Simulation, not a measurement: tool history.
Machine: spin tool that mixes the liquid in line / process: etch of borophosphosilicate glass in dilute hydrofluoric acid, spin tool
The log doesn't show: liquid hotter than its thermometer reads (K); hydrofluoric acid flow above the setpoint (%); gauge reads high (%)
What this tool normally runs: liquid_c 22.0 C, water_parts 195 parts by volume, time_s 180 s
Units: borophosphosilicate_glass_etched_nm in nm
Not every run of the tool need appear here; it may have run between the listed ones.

run    hour  liquid_c  water_parts  time_s  wafers since the last listed run  hours since the thermometer was replaced  hours since the hydrofluoric acid flow meter was replaced  hours since the gauge calibration  read-back film thickness of the borophosphosilicate glass reference wafer, read on the same gauge (nm)  borophosphosilicate_glass_etched_nm
  1     0.0      22.0          195     180                                 0                                     868.5                                                     2037.5                              727.4                                                                                                  100.01                                37.85
  2    93.0      22.0          195     140                               832                                     961.5                                                     2130.5                              820.4                                                                                                  100.02                                29.34
  3   168.7      22.0          195     140                               677                                    1037.2                                                     2206.2                              896.1                                                                                                  100.00                                29.89
  4   212.9      22.0          135     180                               395                                    1081.4                                                     2250.4                              940.3                                                                                                  100.01                                59.06
  5   289.2      22.0          135     180                               683                                    1157.7                                                     2326.7                             1016.6                                                                                                  100.02                                60.41
  6   346.3      22.0          135     180                               511                                    1214.8                                                     2383.8                             1073.7                                                                                                   99.98                                60.06
  7   395.5      20.5          195     235                               440                                    1264.0                                                     2433.0                             1122.9                                                                                                   99.98                                48.64
  8   449.6      20.5          195     235                               484                                    1318.1                                                     2487.1                             1177.0                                                                                                  100.01                                49.26
      494.0  -- hydrofluoric acid flow meter replaced
  9   500.1      20.5          195     235                               443                                    1368.6                                                        6.1                             1227.5                                                                                                   99.99                                42.78
 10   561.7      22.0          195     180                               551                                    1430.2                                                       67.7                             1289.1                                                                                                  100.00                                34.17
 11   630.2      24.5          225     280                               613                                    1498.7                                                      136.2                             1357.6                                                                                                  100.01                                49.00
 12   697.1      24.0          195     275                               599                                    1565.6                                                      203.1                             1424.5                                                                                                  100.01                                57.26
 13   778.8      22.0          195     180                               731                                    1647.3                                                      284.8                             1506.2                                                                                                   99.97                                35.48
 14   828.8      22.0          195     180                               447                                    1697.3                                                      334.8                             1556.2                                                                                                   99.97                                35.34
      880.3  -- gauge calibrated
 15   911.7      20.5          285     180                               742                                    1780.2                                                      417.7                               31.4                                                                                                   99.99                                20.74
 16   981.1      22.0          195     180                               621                                    1849.6                                                      487.1                              100.8                                                                                                   99.99                                36.34
     1075.0  -- thermometer replaced
 17  1081.9      22.0          255     220                               893                                       6.9                                                      587.9                              201.6                                                                                                  100.01                                29.62
 18  1168.7      22.0          195     180                               777                                      93.7                                                      674.7                              288.4                                                                                                   99.99                                34.03
 19  1260.2      22.0          195     235                               819                                     185.2                                                      766.2                              379.9                                                                                                   99.99                                43.84
 20  1334.5      25.0          245     255                               665                                     259.5                                                      840.5                              454.2                                                                                                  100.04                                41.77
 21  1378.6      26.0          290     235                               394                                     303.6                                                      884.6                              498.3                                                                                                  100.02                                31.72

3 options for the next run, each taken on its own from the tool as it stands now. Forecast them:
  A  1379.1      17.5          195     180                                 4                                     304.1                                                      885.1                              498.8                                                                                                       ?                                    ?
  B  1379.1      22.0          295     180                                 4                                     304.1                                                      885.1                              498.8                                                                                                       ?                                    ?
  C  1379.1      23.5          125     180                                 4                                     304.1                                                      885.1                              498.8                                                                                                       ?                                    ?

run  read-back film thickness of the borophosphosilicate glass reference wafer, read on the same gauge (nm)  borophosphosilicate_glass_etched_nm
  A                                                                                                  100.01                                29.01
  B                                                                                                  100.01                                20.77
  C                                                                                                  100.01                                61.51
Without the tool's unlogged condition, the same runs would have read:
run  borophosphosilicate_glass_etched_nm
  A                                26.50
  B                                18.91
  C                                56.33

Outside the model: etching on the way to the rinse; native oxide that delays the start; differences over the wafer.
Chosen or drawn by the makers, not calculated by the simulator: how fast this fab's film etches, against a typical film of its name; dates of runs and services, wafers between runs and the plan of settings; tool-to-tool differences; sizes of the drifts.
